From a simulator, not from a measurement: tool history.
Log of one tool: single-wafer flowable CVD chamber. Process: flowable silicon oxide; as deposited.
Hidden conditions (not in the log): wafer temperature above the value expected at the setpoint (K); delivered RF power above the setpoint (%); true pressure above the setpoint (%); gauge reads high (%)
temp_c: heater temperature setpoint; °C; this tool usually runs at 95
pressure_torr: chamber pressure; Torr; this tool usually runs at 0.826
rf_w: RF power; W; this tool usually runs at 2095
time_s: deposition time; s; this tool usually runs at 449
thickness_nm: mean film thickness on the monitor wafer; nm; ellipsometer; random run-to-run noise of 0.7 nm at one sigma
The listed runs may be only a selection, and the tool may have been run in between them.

run   hour  temp_c  pressure_torr  rf_w  time_s  wafers since the last listed run  hours since the last thermocouple change  hours since the last RF generator calibration  hours since the last manometer calibration  hours since the showerhead was replaced  hours since the gauge calibration  read-back reference wafer on the same gauge, thickness_nm  thickness_nm
  1    0.0      95          0.826  2095     449                                 0                                    1579.4                                         2130.4                                      1636.7                                   4119.9                              344.1                                                    381.840       347.718
  2   56.4      95          0.826  2095     449                               295                                    1635.8                                         2186.8                                      1693.1                                   4176.3                              400.5                                                    381.869       346.851
  3   88.0      95          0.826  2095     449                               165                                    1667.4                                         2218.4                                      1724.7                                   4207.9                              432.1                                                    382.195       348.933
  4  143.3      95          0.826  2095     449                               289                                    1722.7                                         2273.7                                      1780.0                                   4263.2                              487.4                                                    382.249       348.759
  5  184.8      95          0.826  2095     449                               217                                    1764.2                                         2315.2                                      1821.5                                   4304.7                              528.9                                                    381.739       349.683
  6  281.4      95          0.826  2095     449                               506                                    1860.8                                         2411.8                                      1918.1                                   4401.3                              625.5                                                    382.019       350.363
     348.7  -- gauge calibrated
     357.6  -- thermocouple changed; heater temperature recalibrated
  7  358.1      95          0.881  2095     449                               360                                       0.5                                         2488.5                                      1994.8                                   4478.0                                9.4                                                    382.122       374.268
  8  409.7      95          0.881  2095     449                               270                                      52.1                                         2540.1                                      2046.4                                   4529.6                               61.0                                                    382.049       374.411
     443.8  -- showerhead replaced
  9  465.3      95          0.905  2295     449                               249                                     107.7                                         2595.7                                      2102.0                                     21.5                              116.6                                                    382.117       390.782
 10  511.7      95          0.826  2295     406                               243                                     154.1                                         2642.1                                      2148.4                                     67.9                              163.0                                                    382.182       323.451
     567.8  -- RF generator calibrated
 11  576.1      95          0.756  1800     479                               295                                     218.5                                            8.3                                      2212.8                                    132.3                              227.4                                                    381.670       334.062
     621.4  -- capacitance manometer re-zeroed and calibrated
 12  644.5      82          0.646  2420     491                               316                                     286.9                                           76.7                                        23.1                                    200.7                              295.8                                                    381.890       468.068
 13  673.0      95          0.826  2095     449                               149                                     315.4                                          105.2                                        51.6                                    229.2                              324.3                                                    382.036       336.990
 14  742.1      95          0.826  1895     449                               362                                     384.5                                          174.3                                       120.7                                    298.3                              393.4                                                    382.305       331.834
 15  790.5      95          0.689  2095     449                               253                                     432.9                                          222.7                                       169.1                                    346.7                              441.8                                                    382.157       281.623
 16  841.5      95          0.826  2295     406                               267                                     483.9                                          273.7                                       220.1                                    397.7                              492.8                                                    381.821       311.080
 17  881.5      95          0.826  2095     524                               209                                     523.9                                          313.7                                       260.1                                    437.7                              532.8                                                    381.840       397.607
 18  934.6      95          0.826  1735     449                               278                                     577.0                                          366.8                                       313.2                                    490.8                              585.9                                                    381.948       324.750
 19  959.3      85          0.708  1775     514                               129                                     601.7                                          391.5                                       337.9                                    515.5                              610.6                                                    381.883       459.957

For each run, the measured value with the value that run would have given without the tool's hidden condition subtracted. The run-to-run variation is shared by both, the gauge scatter possibly not:
run  thickness_nm
  1       +12.374
  2       +12.749
  3       +13.052
  4       +13.444
  5       +13.777
  6       +14.498
  7       +15.601
  8       +15.982
  9       +16.813
 10       +14.903
 11       +16.275
 12        +1.984
 13        +1.552
 14        +2.029
 15        +2.151
 16        +2.576
 17        +3.638
 18        +3.346
 19        +5.134
